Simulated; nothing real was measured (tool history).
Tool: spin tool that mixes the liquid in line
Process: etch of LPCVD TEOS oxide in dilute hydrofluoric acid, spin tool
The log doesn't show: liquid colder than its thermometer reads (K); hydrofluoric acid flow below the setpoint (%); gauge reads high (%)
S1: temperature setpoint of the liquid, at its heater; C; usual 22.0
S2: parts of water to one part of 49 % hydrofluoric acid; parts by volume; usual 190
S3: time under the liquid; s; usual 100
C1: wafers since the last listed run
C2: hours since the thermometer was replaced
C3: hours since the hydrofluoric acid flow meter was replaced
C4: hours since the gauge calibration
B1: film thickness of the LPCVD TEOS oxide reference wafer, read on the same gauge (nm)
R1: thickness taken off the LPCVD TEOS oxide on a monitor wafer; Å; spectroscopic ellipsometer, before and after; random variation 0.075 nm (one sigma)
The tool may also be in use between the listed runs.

{"run": 1, "hour": 0.0, "S1": 22.0, "S2": 190, "S3": 100, "C1": 0, "C2": 3002.7, "C3": 1278.1, "C4": 227.3, "B1": 130.01, "R1": 105.1}
{"run": 2, "hour": 11.5, "S1": 22.0, "S2": 190, "S3": 100, "C1": 129, "C2": 3014.2, "C3": 1289.6, "C4": 238.8, "B1": 129.98, "R1": 103.5}
{"run": 3, "hour": 24.6, "S1": 22.0, "S2": 190, "S3": 100, "C1": 147, "C2": 3027.3, "C3": 1302.7, "C4": 251.9, "B1": 129.98, "R1": 104.2}
{"run": 4, "hour": 36.7, "S1": 22.0, "S2": 190, "S3": 100, "C1": 136, "C2": 3039.4, "C3": 1314.8, "C4": 264.0, "B1": 130.0, "R1": 104.1}
{"run": 5, "hour": 53.6, "S1": 22.0, "S2": 190, "S3": 100, "C1": 190, "C2": 3056.3, "C3": 1331.7, "C4": 280.9, "B1": 130.01, "R1": 103.8}
{"run": 6, "hour": 62.7, "S1": 19.0, "S2": 190, "S3": 100, "C1": 102, "C2": 3065.4, "C3": 1340.8, "C4": 290.0, "B1": 129.98, "R1": 92.1}
{"hour": 74.6, "done": "thermometer replaced"}
{"run": 7, "hour": 75.1, "S1": 19.0, "S2": 190, "S3": 100, "C1": 128, "C2": 0.5, "C3": 1353.2, "C4": 302.4, "B1": 130.01, "R1": 92.5}
{"run": 8, "hour": 88.4, "S1": 19.0, "S2": 190, "S3": 100, "C1": 150, "C2": 13.8, "C3": 1366.5, "C4": 315.7, "B1": 130.02, "R1": 92.4}
{"run": 9, "hour": 102.3, "S1": 22.0, "S2": 190, "S3": 100, "C1": 156, "C2": 27.7, "C3": 1380.4, "C4": 329.6, "B1": 129.99, "R1": 103.3}
{"run": 10, "hour": 110.2, "S1": 22.0, "S2": 190, "S3": 100, "C1": 89, "C2": 35.6, "C3": 1388.3, "C4": 337.5, "B1": 130.04, "R1": 103.4}
{"run": 11, "hour": 117.2, "S1": 22.0, "S2": 190, "S3": 100, "C1": 79, "C2": 42.6, "C3": 1395.3, "C4": 344.5, "B1": 130.01, "R1": 103.2}
{"run": 12, "hour": 126.3, "S1": 19.5, "S2": 190, "S3": 100, "C1": 102, "C2": 51.7, "C3": 1404.4, "C4": 353.6, "B1": 130.04, "R1": 94.6}
{"run": 13, "hour": 141.8, "S1": 22.0, "S2": 190, "S3": 100, "C1": 174, "C2": 67.2, "C3": 1419.9, "C4": 369.1, "B1": 129.99, "R1": 103.1}
{"hour": 144.5, "done": "gauge calibrated"}
{"run": 14, "hour": 149.7, "S1": 17.0, "S2": 255, "S3": 70, "C1": 89, "C2": 75.1, "C3": 1427.8, "C4": 5.2, "B1": 130.01, "R1": 41.4}
{"run": 15, "hour": 157.2, "S1": 22.0, "S2": 190, "S3": 100, "C1": 84, "C2": 82.6, "C3": 1435.3, "C4": 12.7, "B1": 130.02, "R1": 102.2}
{"run": 16, "hour": 169.8, "S1": 22.0, "S2": 245, "S3": 100, "C1": 142, "C2": 95.2, "C3": 1447.9, "C4": 25.3, "B1": 130.0, "R1": 74.2}
{"run": 17, "hour": 179.6, "S1": 17.0, "S2": 190, "S3": 130, "C1": 110, "C2": 105.0, "C3": 1457.7, "C4": 35.1, "B1": 129.99, "R1": 109.5}
{"run": 18, "hour": 192.2, "S1": 19.5, "S2": 130, "S3": 65, "C1": 142, "C2": 117.6, "C3": 1470.3, "C4": 47.7, "B1": 130.01, "R1": 94.2}
{"run": 19, "hour": 207.2, "S1": 22.0, "S2": 190, "S3": 100, "C1": 169, "C2": 132.6, "C3": 1485.3, "C4": 62.7, "B1": 130.0, "R1": 100.8}
{"run": 20, "hour": 227.3, "S1": 24.0, "S2": 100, "S3": 100, "C1": 226, "C2": 152.7, "C3": 1505.4, "C4": 82.8, "B1": 130.0, "R1": 233.7}
{"run": 21, "hour": 240.2, "S1": 17.5, "S2": 190, "S3": 75, "C1": 145, "C2": 165.6, "C3": 1518.3, "C4": 95.7, "B1": 129.99, "R1": 64.6}
{"run": 22, "hour": 255.9, "S1": 18.5, "S2": 225, "S3": 65, "C1": 177, "C2": 181.3, "C3": 1534.0, "C4": 111.4, "B1": 130.01, "R1": 46.6}
{"run": 23, "hour": 269.3, "S1": 24.0, "S2": 245, "S3": 65, "C1": 151, "C2": 194.7, "C3": 1547.4, "C4": 124.8, "B1": 130.01, "R1": 51.3}
{"run": 24, "hour": 275.4, "S1": 17.0, "S2": 255, "S3": 70, "C1": 68, "C2": 200.8, "C3": 1553.5, "C4": 130.9, "B1": 130.01, "R1": 40.8}
{"hour": 278.7, "done": "hydrofluoric acid flow meter replaced"}
{"run": 25, "hour": 285.0, "S1": 22.0, "S2": 190, "S3": 100, "C1": 97, "C2": 210.4, "C3": 6.3, "C4": 140.5, "B1": 129.99, "R1": 117.5}
{"run": 26, "hour": 291.4, "S1": 24.0, "S2": 100, "S3": 100, "C1": 72, "C2": 216.8, "C3": 12.7, "C4": 146.9, "B1": 129.99, "R1": 267.3}
{"run": 27, "hour": 303.7, "S1": 27.0, "S2": 190, "S3": 100, "C1": 138, "C2": 229.1, "C3": 25.0, "C4": 159.2, "B1": 129.99, "R1": 141.6}
{"run": 28, "hour": 321.3, "S1": 22.0, "S2": 190, "S3": 100, "C1": 198, "C2": 246.7, "C3": 42.6, "C4": 176.8, "B1": 130.0, "R1": 116.5}
{"run": 29, "hour": 336.3, "S1": 26.5, "S2": 190, "S3": 100, "C1": 169, "C2": 261.7, "C3": 57.6, "C4": 191.8, "B1": 129.98, "R1": 138.7}
{"run": 30, "hour": 342.4, "S1": 22.0, "S2": 190, "S3": 100, "C1": 68, "C2": 267.8, "C3": 63.7, "C4": 197.9, "B1": 129.98, "R1": 117.4}
{"run": 31, "hour": 352.3, "S1": 22.0, "S2": 190, "S3": 100, "C1": 111, "C2": 277.7, "C3": 73.6, "C4": 207.8, "B1": 130.0, "R1": 118.4}
{"run": 32, "hour": 365.6, "S1": 24.0, "S2": 150, "S3": 100, "C1": 150, "C2": 291.0, "C3": 86.9, "C4": 221.1, "B1": 130.0, "R1": 167.2}
{"run": 33, "hour": 376.4, "S1": 20.5, "S2": 190, "S3": 100, "C1": 121, "C2": 301.8, "C3": 97.7, "C4": 231.9, "B1": 130.0, "R1": 109.0}
{"run": 34, "hour": 391.0, "S1": 22.0, "S2": 95, "S3": 65, "C1": 164, "C2": 316.4, "C3": 112.3, "C4": 246.5, "B1": 130.0, "R1": 168.1}

3 ways to go on from here, each from the tool as it stands after run 34. What would each give?
{"run": "A", "hour": 391.4, "S1": 22.0, "S2": 270, "S3": 100, "C1": 4, "C2": 316.8, "C3": 112.7, "C4": 246.9, "B1": "?", "R1": "?"}
{"run": "B", "hour": 391.4, "S1": 22.0, "S2": 155, "S3": 55, "C1": 4, "C2": 316.8, "C3": 112.7, "C4": 246.9, "B1": "?", "R1": "?"}
{"run": "C", "hour": 391.4, "S1": 22.0, "S2": 190, "S3": 55, "C1": 4, "C2": 316.8, "C3": 112.7, "C4": 246.9, "B1": "?", "R1": "?"}

run=A B1=129.99 R1=75.3
run=B B1=129.99 R1=81.3
run=C B1=129.99 R1=63.8
Without the tool's hidden state the same runs would have given:
run=A R1=78.4
run=B R1=84.5
run=C R1=66.4

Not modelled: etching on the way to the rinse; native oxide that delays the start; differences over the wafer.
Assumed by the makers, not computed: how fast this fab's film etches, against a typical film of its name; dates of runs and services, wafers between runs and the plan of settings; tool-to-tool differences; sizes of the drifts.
